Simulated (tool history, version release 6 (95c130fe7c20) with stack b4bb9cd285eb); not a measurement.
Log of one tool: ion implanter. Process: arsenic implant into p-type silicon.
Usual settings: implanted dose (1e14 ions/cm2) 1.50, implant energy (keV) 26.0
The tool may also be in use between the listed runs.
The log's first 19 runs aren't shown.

run	hour	implanted dose (1e14 ions/cm2)	implant energy (keV)	wafers since the last listed run	hours since the last dose calibration	hours since the extraction supply was calibrated	hours since the gauge calibration	read-back reference wafer on the same gauge, sheet resistance	sheet resistance of the implanted and annealed layer (ohm/square)
# hour 585.0: extraction supply calibrated
20	608.5	1.61	17.5	590	48.7	23.5	67.1	451.30	500.27
21	641.8	1.50	17.5	803	82.0	56.8	100.4	450.96	527.63
22	663.6	1.94	23.5	525	103.8	78.6	122.2	451.04	417.47
23	681.5	1.88	31.0	431	121.7	96.5	140.1	451.01	410.42
24	695.1	1.95	19.0	327	135.3	110.1	153.7	451.02	429.94
25	709.5	1.87	18.5	347	149.7	124.5	168.1	450.97	445.31
26	727.6	1.93	29.5	436	167.8	142.6	186.2	451.00	404.50
27	757.2	1.08	18.5	713	197.4	172.2	215.8	451.01	663.65
28	782.6	1.83	19.0	612	222.8	197.6	241.2	450.64	449.87
29	802.0	1.14	26.0	467	242.2	217.0	260.6	450.88	602.27
30	822.0	1.29	18.0	482	262.2	237.0	280.6	450.95	584.62

3 ways to go on from here, each from the tool as it stands after run 30. What would each give?
A	822.4	1.50	28.5	9	262.6	237.4	281.0	?	?
B	822.4	1.32	26.0	9	262.6	237.4	281.0	?	?
C	822.4	1.78	21.0	9	262.6	237.4	281.0	?	?

run	read-back reference wafer on the same gauge, sheet resistance	sheet resistance of the implanted and annealed layer (ohm/square)
A	451.22	487.73
B	451.22	542.31
C	451.22	452.46
Without the tool's hidden state the same runs would have given:
run	sheet resistance of the implanted and annealed layer (ohm/square)
A	486.74
B	541.21
C	451.52

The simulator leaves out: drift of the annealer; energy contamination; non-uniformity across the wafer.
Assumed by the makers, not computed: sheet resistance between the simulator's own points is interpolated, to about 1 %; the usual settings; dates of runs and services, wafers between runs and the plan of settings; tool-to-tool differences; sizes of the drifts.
